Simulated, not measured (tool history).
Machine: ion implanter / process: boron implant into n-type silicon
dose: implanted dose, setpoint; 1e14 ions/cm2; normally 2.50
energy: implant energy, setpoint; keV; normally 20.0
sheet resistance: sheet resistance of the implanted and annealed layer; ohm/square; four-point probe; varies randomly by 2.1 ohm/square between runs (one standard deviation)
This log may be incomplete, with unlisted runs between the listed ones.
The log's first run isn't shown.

run    hour  dose  energy  read-back reference wafer on the same gauge, sheet resistance  sheet resistance
  2    37.2  2.50    22.0                                                         405.78            386.39
  3   118.4  2.50    22.0                                                         406.03            383.81
  4   179.3  2.50    20.0                                                         406.01            388.31
  5   226.9  2.50    20.0                                                         405.84            390.01
  6   264.8  2.50    20.0                                                         406.20            386.28
  7   310.4  2.50    20.0                                                         405.81            390.73
  8   367.0  2.84    20.0                                                         406.17            352.37
  9   453.6  2.84    20.0                                                         406.13            348.19
 10   511.3  2.84    20.0                                                         406.48            354.40
 11   582.5  2.50    20.0                                                         406.19            396.11
 12   628.8  2.50    18.5                                                         405.89            399.68
      645.8  -- Faraday cup replaced and dose calibrated
 13   722.7  2.50    20.0                                                         405.72            376.34
 14   821.1  2.50    20.0                                                         406.15            381.38
 15   896.3  2.75    24.0                                                         405.52            344.19
 16   962.8  2.09    23.5                                                         406.01            432.16
     1014.2  -- extraction supply calibrated
 17  1038.5  2.87    20.0                                                         406.02            341.38
 18  1077.5  2.50    16.0                                                         406.12            391.63
 19  1114.1  2.70    13.5                                                         405.89            375.36

For run 20, what comes out?
 20  1186.7  2.50    20.0                                                              ?                 ?

Run 20 yielded read-back reference wafer on the same gauge, sheet resistance 406.35, sheet resistance 384.31 ohm/square.
Were there no unlogged condition in the tool, this run, its random variation unchanged, would have produced sheet resistance 377.70 ohm/square.
